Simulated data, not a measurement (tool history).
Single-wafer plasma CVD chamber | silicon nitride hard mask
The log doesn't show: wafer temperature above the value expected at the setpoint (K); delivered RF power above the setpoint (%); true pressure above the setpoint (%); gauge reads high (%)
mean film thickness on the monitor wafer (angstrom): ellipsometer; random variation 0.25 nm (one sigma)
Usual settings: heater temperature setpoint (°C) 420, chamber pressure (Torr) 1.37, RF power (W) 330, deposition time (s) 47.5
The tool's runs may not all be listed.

run	day	heater temperature setpoint (°C)	chamber pressure (Torr)	RF power (W)	deposition time (s)	wafers since the last listed run	hours since the last thermocouple change	hours since the last RF generator calibration	hours since the last manometer calibration	hours since the showerhead was replaced	hours since the gauge calibration	read-back reference wafer on the same gauge, thickness_nm	mean film thickness on the monitor wafer (angstrom)
1	0	420	1.37	330	47.5	0	1103.4	2061.9	2575	8535.5	2206.2	54.598	586.59
2	1.138	420	1.37	330	47.5	696	1130.7	2089.2	2602.3	8562.8	2233.5	54.68	584.21
# day 2.833: capacitance manometer re-zeroed and calibrated
3	3.775	420	1.37	330	47.5	1410	1194	2152.5	22.6	8626.1	2296.8	54.714	590.74
# day 6.142: gauge calibrated
4	6.329	420	1.37	330	47.5	1563	1255.3	2213.8	83.9	8687.4	4.5	54.667	589.61
# day 7.225: showerhead replaced
5	9.067	420	1.37	330	47.5	1471	1321	2279.5	149.6	44.2	70.2	54.698	578.97
# day 10.667: RF generator calibrated
6	11.542	420	1.6	330	47.5	1311	1380.4	21	209	103.6	129.6	54.711	585.31
7	14.508	420	1.6	330	47.5	1816	1451.6	92.2	280.2	174.8	200.8	54.595	588.38
8	15.875	420	1.6	330	47.5	836	1484.4	125	313	207.6	233.6	54.711	585.8
9	17.458	420	1.37	330	47.5	969	1522.4	163	351	245.6	271.6	54.715	568.45
10	19.738	420	1.37	330	47.5	1395	1577.1	217.7	405.7	300.3	326.3	54.697	566.72
11	21.792	420	1.37	330	47.5	1257	1626.4	267	455	349.6	375.6	54.748	569.46
# day 22.529: RF generator calibrated, repeated, since the last time left the tool worse
12	24.083	434	1.11	330	47.5	1198	1681.4	37.3	510	404.6	430.6	54.771	565.06
13	26.838	420	1.13	365	47.5	1686	1747.5	103.4	576.1	470.7	496.7	54.65	606.21
14	29.512	427	1.63	330	47.5	1637	1811.7	167.6	640.3	534.9	560.9	54.682	621.56
15	31.767	420	1.65	380	47.5	1379	1865.8	221.7	694.4	589	615	54.747	664.78
16	32.829	420	1.37	330	47.5	650	1891.3	247.2	719.9	614.5	640.5	54.718	600.29
17	34.008	420	1.37	330	47.5	721	1919.6	275.5	748.2	642.8	668.8	54.795	601.3
18	36.583	420	1.37	330	47.5	1576	1981.4	337.3	810	704.6	730.6	54.792	600.4
19	37.862	420	1.37	265	38.8	783	2012.1	368	840.7	735.3	761.3	54.766	434.49
# day 39.329: thermocouple changed; heater temperature recalibrated
20	40.212	420	1.37	330	47.5	1234	21.2	424.4	897.1	791.7	817.7	54.647	595.26
21	41.862	430	1.37	330	52.7	1010	60.8	464	936.7	831.3	857.3	54.649	661.47
22	44.338	426	1.6	350	47.5	1515	120.2	523.4	996.1	890.7	916.7	54.73	629.77
23	47.096	429	1.37	330	41.1	1688	186.4	589.6	1062.3	956.9	982.9	54.645	514.16
24	49.038	420	1.37	330	47.5	1188	233	636.2	1108.9	1003.5	1029.5	54.62	595.71
25	50.138	434	1.62	275	44	673	259.4	662.6	1135.3	1029.9	1055.9	54.652	517.18
26	52.688	405	1.71	310	51.7	1561	320.6	723.8	1196.5	1091.1	1117.1	54.643	659.48
27	54.675	420	1.1	330	47.5	1216	368.3	771.5	1244.2	1138.8	1164.8	54.648	570.23
28	56.179	431	1.47	355	53.6	920	404.4	807.6	1280.3	1174.9	1200.9	54.746	704.66

Hidden state at the last listed run before each entry between runs and at the first one after, where it differs:
Between runs 2 and 3: capacitance manometer re-zeroed and calibrated (day 2.833)
  delivered RF power above the setpoint (%): -4.78 -> -5.06
  measured less the result without the state, mean film thickness on the monitor wafer (angstrom): -14.92 -> -16
Between runs 3 and 4: gauge calibrated (day 6.142)
  delivered RF power above the setpoint (%): -5.06 -> -5.34
  measured less the result without the state, mean film thickness on the monitor wafer (angstrom): -16 -> -16.88
Between runs 4 and 5: showerhead replaced (day 7.225)
  delivered RF power above the setpoint (%): -5.34 -> -5.64
  measured less the result without the state, mean film thickness on the monitor wafer (angstrom): -16.88 -> -17.57
Between runs 5 and 6: RF generator calibrated (day 10.667)
  delivered RF power above the setpoint (%): -5.64 -> -10.3
  measured less the result without the state, mean film thickness on the monitor wafer (angstrom): -17.57 -> -33.57
Between runs 11 and 12: RF generator calibrated, repeated, since the last time left the tool worse (day 22.529)
  delivered RF power above the setpoint (%): -10.4 -> -0.947
  measured less the result without the state, mean film thickness on the monitor wafer (angstrom): -32.91 -> -2.79
Between runs 19 and 20: thermocouple changed; heater temperature recalibrated (day 39.329)
  delivered RF power above the setpoint (%): -1.09 -> -1.13
  measured less the result without the state, mean film thickness on the monitor wafer (angstrom): -2.54 -> -3.51
